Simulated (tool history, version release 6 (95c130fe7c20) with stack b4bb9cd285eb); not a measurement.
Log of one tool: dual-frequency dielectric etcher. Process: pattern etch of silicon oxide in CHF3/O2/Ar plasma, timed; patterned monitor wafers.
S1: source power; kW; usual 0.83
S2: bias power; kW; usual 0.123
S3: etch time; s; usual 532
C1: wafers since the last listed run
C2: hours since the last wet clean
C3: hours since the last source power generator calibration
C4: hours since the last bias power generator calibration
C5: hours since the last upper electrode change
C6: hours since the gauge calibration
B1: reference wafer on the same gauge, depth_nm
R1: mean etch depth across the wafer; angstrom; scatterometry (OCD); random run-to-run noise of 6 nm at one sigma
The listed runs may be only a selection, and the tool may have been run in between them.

Run 1, hour 0: usual settings but S2 0.108 kW; C1 0; C2 180.6; C3 2363.7; C4 2338.5; C5 4414.6; C6 110.8; B1 977.7. Result: R1 9982 angstrom.
Run 2, hour 64.1: usual settings but S2 0.108 kW; C1 294; C2 244.7; C3 2427.8; C4 2402.6; C5 4478.7; C6 174.9; B1 978.4. Result: R1 9843 angstrom.
Run 3, hour 117.4: usual settings but S2 0.147 kW; C1 244; C2 298; C3 2481.1; C4 2455.9; C5 4532; C6 228.2; B1 977.9. Result: R1 11312 angstrom.
Run 4, hour 177.3: usual settings but S2 0.147 kW; C1 275; C2 357.9; C3 2541; C4 2515.8; C5 4591.9; C6 288.1; B1 980.8. Result: R1 11399 angstrom.
Run 5, hour 245.3: usual settings but S2 0.144 kW; C1 312; C2 425.9; C3 2609; C4 2583.8; C5 4659.9; C6 356.1; B1 982.9. Result: R1 11338 angstrom.
At hour 290.3: wet clean of the chamber.
Run 6, hour 315.7: usual settings but S2 0.144 kW; C1 213; C2 25.4; C3 2679.4; C4 2654.2; C5 4730.3; C6 426.5; B1 984.3. Result: R1 11337 angstrom.
Run 7, hour 359.2: usual settings but S1 0.9 kW, S2 0.142 kW; C1 199; C2 68.9; C3 2722.9; C4 2697.7; C5 4773.8; C6 470; B1 985.2. Result: R1 11865 angstrom.
Run 8, hour 403: usual settings but S1 0.9 kW, S2 0.142 kW; C1 201; C2 112.7; C3 2766.7; C4 2741.5; C5 4817.6; C6 513.8; B1 986.1. Result: R1 11691 angstrom.
At hour 440.3: source power generator calibrated.
Run 9, hour 456.6: usual settings; C1 227; C2 166.3; C3 16.3; C4 2795.1; C5 4871.2; C6 567.4; B1 988.7. Result: R1 10692 angstrom.
Run 10, hour 491.3: usual settings; C1 159; C2 201; C3 51; C4 2829.8; C5 4905.9; C6 602.1; B1 989.7. Result: R1 10653 angstrom.
Run 11, hour 541.9: usual settings; C1 232; C2 251.6; C3 101.6; C4 2880.4; C5 4956.5; C6 652.7; B1 992.5. Result: R1 10615 angstrom.
At hour 582.6: upper electrode replaced.
Run 12, hour 583.1: usual settings but S1 0.96 kW; C1 79; C2 292.8; C3 142.8; C4 2921.6; C5 0.5; C6 693.9; B1 993.8. Result: R1 11391 angstrom.
Run 13, hour 594.7: usual settings but S1 0.96 kW; C1 53; C2 304.4; C3 154.4; C4 2933.2; C5 12.1; C6 705.5; B1 993.9. Result: R1 11488 angstrom.
Run 14, hour 654.3: usual settings but S1 0.68 kW, S3 403 s; C1 273; C2 364; C3 214; C4 2992.8; C5 71.7; C6 765.1; B1 997. Result: R1 7283 angstrom.
Run 15, hour 682: usual settings but S1 0.65 kW, S2 0.1 kW, S3 397 s; C1 127; C2 391.7; C3 241.7; C4 3020.5; C5 99.4; C6 792.8; B1 1000.2. Result: R1 6270 angstrom.
Run 16, hour 748.4: usual settings; C1 305; C2 458.1; C3 308.1; C4 3086.9; C5 165.8; C6 859.2; B1 1002. Result: R1 10703 angstrom.
At hour 782.9: wet clean of the chamber.
Run 17, hour 783.4: usual settings but S1 0.93 kW, S2 0.14 kW, S3 587.5 s; C1 50; C2 0.5; C3 343.1; C4 3121.9; C5 200.8; C6 894.2; B1 1004.3. Result: R1 13276 angstrom.

The next listed run, before its measurement:
Run 18, hour 835.6: usual settings but S1 0.67 kW, S2 0.14 kW, S3 641.5 s; C1 239; C2 52.7; C3 395.3; C4 3174.1; C5 253; C6 946.4; B1 ?. Result: R1 ?.

B1: 1007.8
R1: 12244 angstrom
With no hidden state in the tool, this same run would have given R1 11906 angstrom.

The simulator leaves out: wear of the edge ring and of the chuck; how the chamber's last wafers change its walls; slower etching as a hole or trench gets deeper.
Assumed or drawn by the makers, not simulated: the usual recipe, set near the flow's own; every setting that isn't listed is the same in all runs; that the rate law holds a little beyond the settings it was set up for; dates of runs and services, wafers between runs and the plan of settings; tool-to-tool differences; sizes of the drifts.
